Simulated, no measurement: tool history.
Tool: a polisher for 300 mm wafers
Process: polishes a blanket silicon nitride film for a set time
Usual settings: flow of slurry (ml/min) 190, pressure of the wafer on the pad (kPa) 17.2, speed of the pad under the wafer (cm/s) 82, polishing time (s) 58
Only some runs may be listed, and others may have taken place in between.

run	hour	flow of slurry (ml/min)	pressure of the wafer on the pad (kPa)	speed of the pad under the wafer (cm/s)	polishing time (s)	wafers since the last listed run	wafers polished on this pad	hours since the slurry nozzle was cleaned	hours since the head pressure was calibrated	incoming thickness of the incoming film, nm	film removed (nm)
1	0	190	17.2	70	58	0	178	104.5	762.8	850.4	51.2
2	33.1	165	17.2	82	58	443	622	137.6	795.9	860	55.8
3	50.5	165	17.2	82	58	233	855	155	813.3	851.4	55.9
4	76	190	17.2	74	58	341	1197	180.5	838.8	864	52.2
5	102.9	190	17.2	74	58	360	1557	207.4	865.7	840.6	52.5
# hour 111.5: worn pad replaced by a new one
6	138.6	190	17.2	74	58	424	363	243.1	901.4	847.7	52
# hour 174.6: slurry nozzle cleaned
7	175.1	190	15.2	82	58	475	839	0.5	937.9	855.7	51.9
8	207.9	190	15.2	82	58	439	1278	33.3	970.7	846.5	52
# hour 217.6: worn pad replaced by a new one
9	242.2	190	15.2	82	58	406	330	67.6	1005	855.6	52.1
10	268.6	190	17.2	82	68	353	683	94	1031.4	852.6	68.7
11	299.2	190	17.2	82	58	410	1094	124.6	1062	850.3	59.5
12	318.7	190	17.2	82	68	261	1355	144.1	1081.5	851.1	68.3
# hour 327: worn pad replaced by a new one
# hour 333.3: head pressure recalibrated
13	339.3	190	17.2	56	58	195	138	164.7	6	856.9	39
14	352	155	21.4	66	71	170	308	177.4	18.7	843.5	64.6
15	386	235	17.2	82	58	455	764	211.4	52.7	851.4	53.8

Run 16 is up next; what results do you expect?
16	417.3	190	17.2	82	74	419	1183	242.7	84	846	?

{"run 16": {"film removed (nm)": 65.8}}
Minus the tool's unlogged condition, the same run would have read film removed (nm) 66.7.

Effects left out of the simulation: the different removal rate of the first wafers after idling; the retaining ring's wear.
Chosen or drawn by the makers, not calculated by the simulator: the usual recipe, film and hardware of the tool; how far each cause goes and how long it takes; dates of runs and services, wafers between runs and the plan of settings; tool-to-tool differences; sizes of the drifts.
